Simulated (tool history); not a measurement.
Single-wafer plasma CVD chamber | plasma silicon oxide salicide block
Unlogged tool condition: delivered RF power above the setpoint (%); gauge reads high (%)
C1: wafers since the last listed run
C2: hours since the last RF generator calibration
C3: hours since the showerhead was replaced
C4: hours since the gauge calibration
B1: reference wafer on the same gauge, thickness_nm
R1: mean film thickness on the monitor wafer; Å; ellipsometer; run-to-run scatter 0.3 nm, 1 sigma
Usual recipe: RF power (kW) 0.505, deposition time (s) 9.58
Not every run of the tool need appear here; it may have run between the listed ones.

Run 1, hour 0: usual settings; C1 0; C2 1785.3; C3 5505.4; C4 512.5; B1 100.018. Result: R1 1013.08 Å.
Run 2, hour 57.7: usual settings; C1 2206; C2 1843; C3 5563.1; C4 570.2; B1 100.081. Result: R1 1003.77 Å.
Run 3, hour 83: usual settings; C1 967; C2 1868.3; C3 5588.4; C4 595.5; B1 99.966. Result: R1 1003.63 Å.
Run 4, hour 124.1: usual settings; C1 1571; C2 1909.4; C3 5629.5; C4 636.6; B1 99.977. Result: R1 1010.1 Å.
Run 5, hour 333: usual settings; C1 7989; C2 2118.3; C3 5838.4; C4 845.5; B1 99.989. Result: R1 1008 Å.
Run 6, hour 362.5: usual settings; C1 1128; C2 2147.8; C3 5867.9; C4 875; B1 99.959. Result: R1 1003.22 Å.
Run 7, hour 418.3: usual settings but RF power (kW) 0.44, deposition time (s) 8.37; C1 2134; C2 2203.6; C3 5923.7; C4 930.8; B1 99.977. Result: R1 842.03 Å.
Run 8, hour 477.8: usual settings; C1 2275; C2 2263.1; C3 5983.2; C4 990.3; B1 99.988. Result: R1 1005.82 Å.
Run 9, hour 521.6: usual settings; C1 1675; C2 2306.9; C3 6027; C4 1034.1; B1 100.085. Result: R1 1002.99 Å.
Run 10, hour 555.8: usual settings but RF power (kW) 0.47; C1 1308; C2 2341.1; C3 6061.2; C4 1068.3; B1 100.003. Result: R1 976.27 Å.
Run 11, hour 585.1: usual settings but RF power (kW) 0.47; C1 1120; C2 2370.4; C3 6090.5; C4 1097.6; B1 100.031. Result: R1 978.87 Å.
Run 12, hour 639.5: usual settings but RF power (kW) 0.6, deposition time (s) 11.03; C1 2080; C2 2424.8; C3 6144.9; C4 1152; B1 100.043. Result: R1 1212.1 Å.
Run 13, hour 704.7: usual settings; C1 2493; C2 2490; C3 6210.1; C4 1217.2; B1 100.094. Result: R1 998.56 Å.
Run 14, hour 753: usual settings but deposition time (s) 11.31; C1 1847; C2 2538.3; C3 6258.4; C4 1265.5; B1 99.935. Result: R1 1182.57 Å.
Run 15, hour 790.1: usual settings; C1 1418; C2 2575.4; C3 6295.5; C4 1302.6; B1 100.132. Result: R1 1000.96 Å.
Run 16, hour 851.5: usual settings but RF power (kW) 0.595, deposition time (s) 10.26; C1 2348; C2 2636.8; C3 6356.9; C4 1364; B1 99.98. Result: R1 1128.76 Å.
Run 17, hour 918.3: usual settings; C1 2554; C2 2703.6; C3 6423.7; C4 1430.8; B1 100.063. Result: R1 991.48 Å.
At hour 946.5: gauge calibrated.
Run 18, hour 966.4: usual settings but RF power (kW) 0.455, deposition time (s) 8.95; C1 1839; C2 2751.7; C3 6471.8; C4 19.9; B1 100.026. Result: R1 897.58 Å.
At hour 1009.4: showerhead replaced, of another model than before.
At hour 1068.4: RF generator calibrated.
Run 19, hour 1119.2: usual settings but RF power (kW) 0.53; C1 5232; C2 50.8; C3 109.8; C4 172.7; B1 100.111. Result: R1 1032.27 Å.
Run 20, hour 1292.6: usual settings but RF power (kW) 0.48, deposition time (s) 10.94; C1 6631; C2 224.2; C3 283.2; C4 346.1; B1 100.122. Result: R1 1161.36 Å.
Run 21, hour 1333.9: usual settings but deposition time (s) 8.06; C1 1579; C2 265.5; C3 324.5; C4 387.4; B1 100.032. Result: R1 859.35 Å.
Run 22, hour 1360.5: usual settings but RF power (kW) 0.57, deposition time (s) 10.18; C1 1017; C2 292.1; C3 351.1; C4 414; B1 100.097. Result: R1 1109.1 Å.
Run 23, hour 1409.5: usual settings but RF power (kW) 0.41, deposition time (s) 10.39; C1 1874; C2 341.1; C3 400.1; C4 463; B1 99.909. Result: R1 1078.1 Å.

Consider 3 possible next runs. They are alternatives, not a sequence: every one starts from the tool as it was left by run 23. What does each give?
Run A, hour 1409.9: usual settings but deposition time (s) 8.6; C1 15; C2 341.5; C3 400.5; C4 463.4; B1 ?. Result: R1 ?.
Run B, hour 1409.9: usual settings but RF power (kW) 0.46, deposition time (s) 8.17; C1 15; C2 341.5; C3 400.5; C4 463.4; B1 ?. Result: R1 ?.
Run C, hour 1409.9: usual settings but deposition time (s) 8.17; C1 15; C2 341.5; C3 400.5; C4 463.4; B1 ?. Result: R1 ?.

run      B1      R1
  A  99.892   917.9
  B  99.892  859.74
  C  99.892  872.01
Take away the tool's hidden state, keep each run's random variation, and the runs would have read:
run      R1
  A  920.31
  B  861.99
  C  874.29
